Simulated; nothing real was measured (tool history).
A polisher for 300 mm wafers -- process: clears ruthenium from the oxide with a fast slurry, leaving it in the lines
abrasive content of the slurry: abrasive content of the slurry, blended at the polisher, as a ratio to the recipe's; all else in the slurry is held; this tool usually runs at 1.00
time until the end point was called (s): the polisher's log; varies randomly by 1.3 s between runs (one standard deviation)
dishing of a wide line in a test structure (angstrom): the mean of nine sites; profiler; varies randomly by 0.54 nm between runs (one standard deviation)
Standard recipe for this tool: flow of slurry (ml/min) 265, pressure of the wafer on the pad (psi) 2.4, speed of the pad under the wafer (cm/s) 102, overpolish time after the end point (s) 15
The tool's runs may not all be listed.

run,hour,flow of slurry (ml/min),pressure of the wafer on the pad (psi),speed of the pad under the wafer (cm/s),abrasive content of the slurry,overpolish time after the end point (s),"incoming thickness of the incoming film, nm",time until the end point was called (s),dishing of a wide line in a test structure (angstrom)
1,0.0,265,2.4,102,1.00,15,322.4,115.8,306
2,17.2,265,2.4,102,0.85,15,318.6,129.0,292
3,43.7,265,2.4,102,0.85,15,318.5,129.9,283
# hour 48.5: slurry blender recalibrated
4,77.2,265,2.4,102,1.00,15,322.6,118.1,305
# hour 85.1: worn pad replaced by a new one
5,105.7,265,2.4,102,1.00,15,318.5,107.5,321
6,132.9,265,2.4,102,1.00,15,316.2,110.6,326
# hour 138.0: slurry nozzle cleaned
7,149.2,265,2.4,102,1.00,15,319.3,112.5,315
8,185.1,265,2.4,102,1.00,15,318.1,115.7,308
9,211.1,265,2.4,102,1.00,15,312.7,113.2,307
10,242.9,265,2.4,102,0.85,15,317.0,126.7,284
11,257.1,265,2.0,102,0.75,15,318.2,163.8,219
# hour 271.0: worn pad replaced by a new one
12,281.5,265,3.0,68,1.00,15,318.2,129.9,282
13,313.3,265,2.8,102,1.00,21,322.1,96.2,497
14,335.1,265,2.4,102,1.20,15,320.1,105.1,350
# hour 347.1: head pressure recalibrated
15,360.7,265,2.4,76,1.00,15,318.3,142.5,252
# hour 366.2: slurry blender recalibrated
16,385.3,265,2.4,74,1.00,15,325.5,152.6,243
17,398.2,220,2.4,92,1.00,11,319.4,124.5,217
18,430.1,310,2.4,102,1.00,7,324.5,111.3,163
# hour 443.5: worn pad replaced by a new one
19,454.2,265,2.4,102,0.90,7,318.9,107.4,165
20,471.7,265,2.4,102,1.00,15,321.0,105.8,351
21,497.5,230,2.4,102,1.00,15,325.2,112.1,326
22,522.2,265,2.4,120,0.85,12,320.2,103.4,289
23,536.1,265,2.4,102,1.00,15,319.2,111.4,319
24,555.8,265,2.4,134,0.80,22,323.0,97.5,510
25,582.5,330,2.4,102,1.00,7,316.4,108.1,158
26,595.6,265,2.4,102,1.00,15,313.0,113.5,307
27,614.4,265,2.4,102,1.00,15,317.0,115.0,308
# hour 626.4: worn pad replaced by a new one
28,648.0,190,1.7,102,1.25,23,323.5,145.2,373
29,663.8,265,2.4,102,1.00,15,322.6,110.2,315

Branching from run 29: 3 alternative next runs. What would each branch give?
A,664.3,335,2.4,102,1.00,15,318.2,?,?
B,664.3,265,1.8,88,1.00,15,318.2,?,?
C,664.3,265,2.0,126,1.25,15,318.2,?,?

run,time until the end point was called (s),dishing of a wide line in a test structure (angstrom)
A,109.2,331
B,172.6,218
C,97.9,365
Without the tool's hidden state the same runs would have given:
run,time until the end point was called (s),dishing of a wide line in a test structure (angstrom)
A,93.3,380
B,147.5,253
C,83.7,418
